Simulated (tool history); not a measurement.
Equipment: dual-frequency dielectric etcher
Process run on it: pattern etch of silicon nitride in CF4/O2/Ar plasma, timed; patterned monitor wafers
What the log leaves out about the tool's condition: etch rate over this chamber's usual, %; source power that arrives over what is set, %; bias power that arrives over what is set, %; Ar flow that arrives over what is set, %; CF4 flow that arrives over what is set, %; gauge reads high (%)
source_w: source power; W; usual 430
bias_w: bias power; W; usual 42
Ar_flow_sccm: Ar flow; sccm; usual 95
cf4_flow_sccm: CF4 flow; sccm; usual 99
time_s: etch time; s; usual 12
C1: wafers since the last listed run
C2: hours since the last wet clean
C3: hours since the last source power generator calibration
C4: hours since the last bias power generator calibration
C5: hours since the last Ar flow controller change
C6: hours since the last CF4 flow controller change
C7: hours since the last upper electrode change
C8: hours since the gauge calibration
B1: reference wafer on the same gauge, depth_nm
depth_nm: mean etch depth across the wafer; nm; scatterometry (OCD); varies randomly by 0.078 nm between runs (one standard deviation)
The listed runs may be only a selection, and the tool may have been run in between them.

run 1 day=0 | source_w=430 bias_w=42 Ar_flow_sccm=95 cf4_flow_sccm=99 time_s=13.5 | C1=0 C2=330.2 C3=225.6 C4=3742.5 C5=0.5 C6=0.8 C7=2661.3 C8=195.7 | B1=17.5 | depth_nm=22.01
run 2 day=2.012 | source_w=430 bias_w=42 Ar_flow_sccm=95 cf4_flow_sccm=99 time_s=13.5 | C1=664 C2=378.5 C3=273.9 C4=3790.8 C5=48.8 C6=49.1 C7=2709.6 C8=244 | B1=17.48 | depth_nm=21.98
run 3 day=4.217 | source_w=430 bias_w=42 Ar_flow_sccm=95 cf4_flow_sccm=99 time_s=12 | C1=727 C2=431.4 C3=326.8 C4=3843.7 C5=101.7 C6=102 C7=2762.5 C8=296.9 | B1=17.5 | depth_nm=19.5
-- day=5.808 wet clean of the chamber, repeated, since the last time left the tool worse
run 4 day=5.829 | source_w=400 bias_w=38 Ar_flow_sccm=118 cf4_flow_sccm=76 time_s=12 | C1=202 C2=0.5 C3=365.5 C4=3882.4 C5=140.4 C6=140.7 C7=2801.2 C8=335.6 | B1=17.49 | depth_nm=15.54
run 5 day=7.596 | source_w=430 bias_w=42 Ar_flow_sccm=95 cf4_flow_sccm=83 time_s=12 | C1=583 C2=42.9 C3=407.9 C4=3924.8 C5=182.8 C6=183.1 C7=2843.6 C8=378 | B1=17.49 | depth_nm=17.85
run 6 day=9.479 | source_w=430 bias_w=42 Ar_flow_sccm=95 cf4_flow_sccm=99 time_s=12 | C1=621 C2=88.1 C3=453.1 C4=3970 C5=228 C6=228.3 C7=2888.8 C8=423.2 | B1=17.5 | depth_nm=18.35
run 7 day=12.329 | source_w=430 bias_w=42 Ar_flow_sccm=95 cf4_flow_sccm=99 time_s=12 | C1=940 C2=156.5 C3=521.5 C4=4038.4 C5=296.4 C6=296.7 C7=2957.2 C8=491.6 | B1=17.51 | depth_nm=18.3
-- day=15.767 upper electrode replaced
run 8 day=20.808 | source_w=430 bias_w=42 Ar_flow_sccm=95 cf4_flow_sccm=87 time_s=12 | C1=2469 C2=360 C3=725 C4=4241.9 C5=499.9 C6=500.2 C7=121 C8=695.1 | B1=17.51 | depth_nm=18.29
-- day=26.742 wet clean of the chamber
-- day=27.667 bias power generator calibrated
run 9 day=27.688 | source_w=520 bias_w=42 Ar_flow_sccm=95 cf4_flow_sccm=99 time_s=12 | C1=1885 C2=22.7 C3=890.1 C4=0.5 C5=665 C6=665.3 C7=286.1 C8=860.2 | B1=17.49 | depth_nm=22.34
run 10 day=28.75 | source_w=430 bias_w=42 Ar_flow_sccm=95 cf4_flow_sccm=99 time_s=12 | C1=350 C2=48.2 C3=915.6 C4=26 C5=690.5 C6=690.8 C7=311.6 C8=885.7 | B1=17.5 | depth_nm=18.46
run 11 day=30.621 | source_w=430 bias_w=42 Ar_flow_sccm=113 cf4_flow_sccm=99 time_s=11 | C1=617 C2=93.1 C3=960.5 C4=70.9 C5=735.4 C6=735.7 C7=356.5 C8=930.6 | B1=17.49 | depth_nm=16.64
run 12 day=32.654 | source_w=430 bias_w=47 Ar_flow_sccm=114 cf4_flow_sccm=99 time_s=15 | C1=671 C2=141.9 C3=1009.3 C4=119.7 C5=784.2 C6=784.5 C7=405.3 C8=979.4 | B1=17.5 | depth_nm=23.34
run 13 day=33.758 | source_w=430 bias_w=49 Ar_flow_sccm=117 cf4_flow_sccm=77 time_s=13.5 | C1=364 C2=168.4 C3=1035.8 C4=146.2 C5=810.7 C6=811 C7=431.8 C8=1005.9 | B1=17.49 | depth_nm=20.43
run 14 day=35.733 | source_w=430 bias_w=42 Ar_flow_sccm=95 cf4_flow_sccm=99 time_s=12 | C1=651 C2=215.8 C3=1083.2 C4=193.6 C5=858.1 C6=858.4 C7=479.2 C8=1053.3 | B1=17.51 | depth_nm=18.61
-- day=37.092 gauge calibrated
run 15 day=38.083 | source_w=430 bias_w=37 Ar_flow_sccm=95 cf4_flow_sccm=117 time_s=12 | C1=775 C2=272.2 C3=1139.6 C4=250 C5=914.5 C6=914.8 C7=535.6 C8=23.8 | B1=17.47 | depth_nm=18.53
run 16 day=39.85 | source_w=430 bias_w=42 Ar_flow_sccm=95 cf4_flow_sccm=107 time_s=10 | C1=583 C2=314.6 C3=1182 C4=292.4 C5=956.9 C6=957.2 C7=578 C8=66.2 | B1=17.49 | depth_nm=15.78
run 17 day=42.358 | source_w=430 bias_w=42 Ar_flow_sccm=109 cf4_flow_sccm=99 time_s=12 | C1=828 C2=374.8 C3=1242.2 C4=352.6 C5=1017.1 C6=1017.4 C7=638.2 C8=126.4 | B1=17.51 | depth_nm=18.48
run 18 day=43.662 | source_w=430 bias_w=36 Ar_flow_sccm=81 cf4_flow_sccm=99 time_s=14.5 | C1=430 C2=406.1 C3=1273.5 C4=383.9 C5=1048.4 C6=1048.7 C7=669.5 C8=157.7 | B1=17.5 | depth_nm=22.43
run 19 day=45.025 | source_w=540 bias_w=42 Ar_flow_sccm=73 cf4_flow_sccm=99 time_s=12 | C1=449 C2=438.8 C3=1306.2 C4=416.6 C5=1081.1 C6=1081.4 C7=702.2 C8=190.4 | B1=17.5 | depth_nm=24.2
-- day=47.083 wet clean of the chamber
run 20 day=47.104 | source_w=430 bias_w=38 Ar_flow_sccm=95 cf4_flow_sccm=107 time_s=13.5 | C1=356 C2=0.5 C3=1356.1 C4=466.5 C5=1131 C6=1131.3 C7=752.1 C8=240.3 | B1=17.5 | depth_nm=20.62

5 ways to go on from here, each from the tool as it stands after run 20. What would each give?
run A day=47.121 | source_w=430 bias_w=50 Ar_flow_sccm=95 cf4_flow_sccm=99 time_s=12 | C1=5 C2=0.9 C3=1356.5 C4=466.9 C5=1131.4 C6=1131.7 C7=752.5 C8=240.7 | B1=? | depth_nm=?
run B day=47.121 | source_w=530 bias_w=42 Ar_flow_sccm=95 cf4_flow_sccm=99 time_s=13.5 | C1=5 C2=0.9 C3=1356.5 C4=466.9 C5=1131.4 C6=1131.7 C7=752.5 C8=240.7 | B1=? | depth_nm=?
run C day=47.121 | source_w=470 bias_w=42 Ar_flow_sccm=95 cf4_flow_sccm=99 time_s=15.5 | C1=5 C2=0.9 C3=1356.5 C4=466.9 C5=1131.4 C6=1131.7 C7=752.5 C8=240.7 | B1=? | depth_nm=?
run D day=47.121 | source_w=430 bias_w=42 Ar_flow_sccm=95 cf4_flow_sccm=123 time_s=12 | C1=5 C2=0.9 C3=1356.5 C4=466.9 C5=1131.4 C6=1131.7 C7=752.5 C8=240.7 | B1=? | depth_nm=?
run E day=47.121 | source_w=530 bias_w=42 Ar_flow_sccm=88 cf4_flow_sccm=99 time_s=9.5 | C1=5 C2=0.9 C3=1356.5 C4=466.9 C5=1131.4 C6=1131.7 C7=752.5 C8=240.7 | B1=? | depth_nm=?

run=A B1=17.49 depth_nm=19.12
run=B B1=17.49 depth_nm=25.73
run=C B1=17.49 depth_nm=26.1
run=D B1=17.49 depth_nm=18.99
run=E B1=17.49 depth_nm=18.23
With no hidden state in the tool, these same runs would have given:
run=A depth_nm=19.07
run=B depth_nm=25.66
run=C depth_nm=26.03
run=D depth_nm=18.94
run=E depth_nm=18.19
